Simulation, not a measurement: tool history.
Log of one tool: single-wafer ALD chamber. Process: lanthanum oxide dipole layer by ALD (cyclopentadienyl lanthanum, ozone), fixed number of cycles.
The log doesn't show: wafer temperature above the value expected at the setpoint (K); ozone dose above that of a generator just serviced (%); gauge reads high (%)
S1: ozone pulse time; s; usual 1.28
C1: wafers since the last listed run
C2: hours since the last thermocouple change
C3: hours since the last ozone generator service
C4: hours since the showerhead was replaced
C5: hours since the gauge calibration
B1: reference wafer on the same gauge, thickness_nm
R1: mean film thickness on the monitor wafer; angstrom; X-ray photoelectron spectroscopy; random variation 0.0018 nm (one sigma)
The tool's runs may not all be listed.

run     day    S1    C1      C2     C3      C4      C5     B1    R1
  1       0  0.99     0  1284.9  361.8  3099.4  1995.3   0.48  4.78
  2    4.45  0.96  1963  1391.7  468.6  3206.2  2102.1  0.479  4.79
  3   8.183  1.14  1647  1481.3  558.2  3295.8  2191.7   0.48   4.9
      9.529  -- thermocouple changed; heater temperature recalibrated
  4  10.358  1.28   812    19.9  610.4    3348  2243.9   0.48  4.96
      22.15  -- ozone generator serviced
  5  23.546  1.28  5671   336.4   33.5  3664.5  2560.4   0.48  5.05
  6  26.246  1.28  1191   401.2   98.3  3729.3  2625.2   0.48  5.05
  7  28.888  0.98  1165   464.6  161.7  3792.7  2688.6   0.48  4.83
  8    32.7  0.98  1682   556.1  253.2  3884.2  2780.1   0.48  4.81
  9  35.729  1.44  1336   628.8  325.9  3956.9  2852.8   0.48   5.1
 10  39.104  1.44  1489   709.8  406.9  4037.9  2933.8   0.48  5.11
 11  41.738  1.44  1161     773  470.1  4101.1    2997   0.48  5.12
 12  43.771  0.87   897   821.8  518.9  4149.9  3045.8   0.48  4.63
 13  48.012  1.28  1871   923.6  620.7  4251.7  3147.6   0.48  4.98
 14  50.029  1.08   889     972  669.1  4300.1    3196   0.48  4.86
 15  52.233  1.28   972  1024.9    722    4353  3248.9   0.48  4.96
 16  53.746  1.42   667  1061.2  758.3  4389.3  3285.2   0.48  5.09
 17  57.662  1.72  1728  1155.2  852.3  4483.3  3379.2   0.48  5.17
     59.462  -- gauge calibrated
      64.25  -- ozone generator serviced
 18  64.271  1.14  2768  1313.8    0.5  4641.9   115.4   0.48  4.98
 19  67.754  1.03  1536  1397.4   84.1  4725.5     199   0.48  4.89

Run 20 comes next. What will it give?
     70.362  -- showerhead replaced
 20  71.25  0.9  1395  1481.3  168  21.3  282.9   ?   ?

{"run 20": {"B1": 0.48, "R1": 4.75}}
Without the tool's hidden state the same run would have given R1 4.78 angstrom.
